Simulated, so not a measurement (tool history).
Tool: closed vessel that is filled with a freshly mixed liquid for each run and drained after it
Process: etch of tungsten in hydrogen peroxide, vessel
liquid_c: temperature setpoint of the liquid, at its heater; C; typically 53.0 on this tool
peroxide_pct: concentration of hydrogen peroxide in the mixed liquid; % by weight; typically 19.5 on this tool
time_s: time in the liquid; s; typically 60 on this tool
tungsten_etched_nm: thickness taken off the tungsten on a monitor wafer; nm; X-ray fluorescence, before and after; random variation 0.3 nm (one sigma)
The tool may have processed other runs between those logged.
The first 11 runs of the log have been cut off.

run	hour	liquid_c	peroxide_pct	time_s	read-back film thickness of the tungsten reference wafer, read on the same gauge (nm)	tungsten_etched_nm
12	1018.3	53.0	19.5	60	60.00	69.17
13	1055.7	53.0	15.5	70	59.96	72.06
14	1145.0	53.0	19.5	80	60.03	92.55
15	1199.9	53.0	19.5	60	60.02	69.32
16	1294.7	53.0	16.0	60	60.03	62.69
17	1361.9	57.5	18.0	45	60.05	65.20
# hour 1376.9: new drum of peroxide connected
18	1470.3	53.0	19.5	60	60.03	68.46
19	1508.4	53.0	19.5	60	59.97	69.00
20	1563.8	53.0	19.5	60	59.97	69.10
# hour 1567.4: peroxide flow meter replaced
21	1660.6	53.0	19.5	90	59.98	103.36
22	1706.4	50.0	23.0	40	60.03	41.96
23	1764.2	53.0	19.5	30	59.97	34.80
24	1874.2	45.0	19.5	35	60.01	24.79
# hour 1935.9: new drum of peroxide connected
25	1964.8	61.0	15.5	60	59.99	98.78
26	2036.9	57.0	17.5	85	59.97	117.26
# hour 2079.3: thermometer replaced
27	2089.7	62.0	19.5	75	60.01	146.36
28	2143.0	53.0	19.5	60	59.99	69.09
29	2199.4	53.0	19.5	60	60.02	69.16
30	2266.3	53.0	19.5	60	60.00	68.79

Below are 4 alternative next runs, each starting from the tool's condition after run 30. Predict each:
A	2267.0	53.0	19.5	60	?	?
B	2267.0	47.5	17.5	75	?	?
C	2267.0	44.0	19.5	60	?	?
D	2267.0	50.0	19.5	45	?	?

run	read-back film thickness of the tungsten reference wafer, read on the same gauge (nm)	tungsten_etched_nm
A	60.00	69.23
B	60.00	58.60
C	60.00	39.73
D	60.00	43.30
Without the tool's unlogged condition, the same runs would have read:
run	tungsten_etched_nm
A	69.23
B	58.60
C	39.73
D	43.30

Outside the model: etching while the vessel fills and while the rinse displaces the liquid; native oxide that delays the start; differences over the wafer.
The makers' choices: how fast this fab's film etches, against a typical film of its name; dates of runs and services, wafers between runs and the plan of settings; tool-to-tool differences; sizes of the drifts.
